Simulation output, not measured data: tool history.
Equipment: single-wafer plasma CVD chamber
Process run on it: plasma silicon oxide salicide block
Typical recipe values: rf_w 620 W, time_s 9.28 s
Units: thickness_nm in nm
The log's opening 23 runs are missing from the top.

run,hour,rf_w,time_s,"read-back reference wafer on the same gauge, thickness_nm",thickness_nm
# hour 1183: RF generator calibrated
24,1318.5,735,8.69,105.666,89.118
25,1349.3,620,11.13,105.779,109.163
# hour 1406.7: gauge calibrated
26,1412.3,620,10.6,105.704,104.257
27,1447.5,620,9.28,105.628,91.15
28,1478.1,620,9.28,105.705,91.114
29,1521.5,530,7.6,105.695,71.876
30,1553.3,585,10.44,105.727,101.209
31,1604.3,495,7.76,105.653,72.001
32,1673,740,7.53,105.699,77.249
33,1704.4,620,9.28,105.709,90.619
34,1764.5,620,9.28,105.652,90.892
35,1795.8,735,11.03,105.73,112.392
36,1839,515,10.01,105.709,93.59

Below are 3 alternative next runs, each starting from the tool's condition after run 36. Predict each:
A,1839.4,620,9.28,?,?
B,1839.4,665,8.24,?,?
C,1839.4,620,8.08,?,?

run,"read-back reference wafer on the same gauge, thickness_nm",thickness_nm
A,105.695,90.831
B,105.695,82.044
C,105.695,79.085
Without the tool's unlogged condition, the same runs would have read:
run,thickness_nm
A,91.184
B,82.364
C,79.393
